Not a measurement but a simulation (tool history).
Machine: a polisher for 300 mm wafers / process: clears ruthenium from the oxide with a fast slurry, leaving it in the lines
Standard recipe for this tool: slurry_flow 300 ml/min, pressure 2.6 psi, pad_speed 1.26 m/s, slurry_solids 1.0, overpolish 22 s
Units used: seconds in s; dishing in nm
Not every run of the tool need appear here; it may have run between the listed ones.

run     day  slurry_flow  pressure  pad_speed  slurry_solids  overpolish  incoming thickness of the incoming film, nm  seconds  dishing
  1   0.000          300       2.6       1.26            1.0          31                                        251.1     76.6     68.3
      0.404  -- slurry blender recalibrated
  2   1.446          300       2.6       1.26            1.0          22                                        253.4     68.8     56.5
  3   2.279          300       2.6       1.36            1.0          22                                        248.1     65.5     57.9
  4   2.825          300       2.6       1.36            1.0          22                                        251.6     68.2     56.0
  5   3.796          300       2.6       1.36            1.0          22                                        252.6     68.4     56.4
  6   4.654          300       2.6       1.26            1.0          22                                        250.6     73.4     51.5
  7   5.992          300       2.6       1.26            1.0          12                                        251.5     76.5     29.7
      6.883  -- worn pad replaced by a new one
  8   6.900          300       2.6       1.26            1.0          33                                        246.8     75.3     71.9
  9   7.646          300       2.6       1.26            1.0          22                                        252.5     78.2     50.7
      8.575  -- head pressure recalibrated
 10   9.038          300       2.2       1.26            1.0          22                                        250.8     89.7     43.2
      9.350  -- slurry blender recalibrated
 11  11.450          300       3.2       1.54            1.3          22                                        251.7     44.1     80.5
 12  12.471          300       2.2       1.06            1.0          32                                        254.3    103.6     55.5
 13  13.075          230       3.5       1.00            1.0          22                                        246.0     74.8     52.4
 14  14.458          205       2.6       1.04            1.0          22                                        247.5    100.9     39.5
     15.392  -- slurry nozzle cleaned
     15.792  -- worn pad replaced by a new one
 15  15.908          250       2.6       1.26            1.0          17                                        250.3     72.7     42.6

Estimate the outcome of run 16 from the log above:
 16  16.571          300       2.6       1.26            1.0          22                                        254.8        ?        ?

Run 16 yielded seconds 72.8 s, dishing 52.9 nm.
With the hidden condition absent and the run-to-run variation left alone, this run would have shown seconds 63.2 s, dishing 59.6 nm.
